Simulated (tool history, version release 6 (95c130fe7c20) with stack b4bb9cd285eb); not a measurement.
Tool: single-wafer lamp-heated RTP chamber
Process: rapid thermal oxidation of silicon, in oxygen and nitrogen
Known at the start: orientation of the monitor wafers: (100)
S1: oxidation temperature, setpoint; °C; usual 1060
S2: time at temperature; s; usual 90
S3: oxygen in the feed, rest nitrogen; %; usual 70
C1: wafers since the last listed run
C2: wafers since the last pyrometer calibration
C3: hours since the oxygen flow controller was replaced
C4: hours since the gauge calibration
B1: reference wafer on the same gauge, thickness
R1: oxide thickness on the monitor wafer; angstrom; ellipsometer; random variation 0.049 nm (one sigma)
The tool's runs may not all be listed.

run,hour,S1,S2,S3,C1,C2,C3,C4,B1,R1
1,0,1060,90,70,0,782,3277,62.1,10.658,90.84
2,67.2,1060,90,70,628,1411,3344.2,129.3,10.655,89.58
3,92.9,1060,90,70,240,1651,3369.9,155,10.663,91.11
4,129.4,1060,90,70,341,1993,3406.4,191.5,10.659,90.65
5,153.8,1060,90,70,228,2221,3430.8,215.9,10.653,91.58
6,185.8,1060,90,70,299,2521,3462.8,247.9,10.648,92.13
# hour 352.7: pyrometer window cleaned and pyrometer calibrated
7,363.8,1060,90,70,1590,104,3640.8,425.9,10.652,95.67
8,421.2,1060,90,70,537,641,3698.2,483.3,10.647,96.59
9,471.4,1060,121,70,469,1111,3748.4,533.5,10.654,109.38
10,501.4,1060,121,70,280,1391,3778.4,563.5,10.67,109.7
11,572.8,1060,90,70,668,2059,3849.8,634.9,10.651,96.63
12,601.5,1060,90,70,268,2328,3878.5,663.6,10.654,97.19
13,642.4,1060,90,70,382,2711,3919.4,704.5,10.661,97.59
# hour 678.4: pyrometer window cleaned and pyrometer calibrated, repeated, since the last time left the tool worse
14,710,1060,90,70,557,295,3987,772.1,10.663,89.41
15,759.2,1039,122,93,460,756,4036.2,821.3,10.671,100.3
16,819.4,1050,127,82,563,1319,4096.4,881.5,10.663,104.99
# hour 970: oxygen flow controller replaced
17,1022.8,1051,129,98,1828,3147,52.8,1084.9,10.646,116.13
18,1094,1033,55,55,666,3814,124,1156.1,10.655,57.67
# hour 1160.1: pyrometer window cleaned and pyrometer calibrated
19,1164.8,1060,90,70,587,43,194.8,1226.9,10.659,89.24
20,1205.9,1060,90,62,384,428,235.9,1268,10.658,86.57
21,1272.2,1060,105,84,620,1048,302.2,1334.3,10.658,103.93
22,1311.7,1060,90,58,369,1418,341.7,1373.8,10.675,84.86
23,1362.8,1083,111,90,478,1896,392.8,1424.9,10.652,128.9
24,1402.4,1060,90,70,370,2266,432.4,1464.5,10.647,92.03
# hour 1414.9: gauge calibrated
25,1465.2,1060,134,70,587,2854,495.2,50.3,10.638,111.16
26,1515.3,1060,90,94,468,3323,545.3,100.4,10.658,102.48
# hour 1585.7: pyrometer window cleaned and pyrometer calibrated
27,1707.5,1083,109,51,1723,1139,737.5,292.6,10.663,102.78
28,1753.3,1060,90,70,428,1567,783.3,338.4,10.663,91.8
29,1821.8,1078,121,58,640,2208,851.8,406.9,10.673,109.59

4 ways to go on from here, each from the tool as it stands after run 29. What would each give?
A,1822.2,1060,90,95,3,2212,852.2,407.3,?,?
B,1822.2,1060,54,51,3,2212,852.2,407.3,?,?
C,1822.2,1068,133,90,3,2212,852.2,407.3,?,?
D,1822.2,1033,90,88,3,2212,852.2,407.3,?,?

run,B1,R1
A,10.641,102.5
B,10.641,65.26
C,10.641,127.08
D,10.641,82.75
Without the tool's hidden state the same runs would have given:
run,R1
A,100.59
B,64.06
C,124.75
D,81.14

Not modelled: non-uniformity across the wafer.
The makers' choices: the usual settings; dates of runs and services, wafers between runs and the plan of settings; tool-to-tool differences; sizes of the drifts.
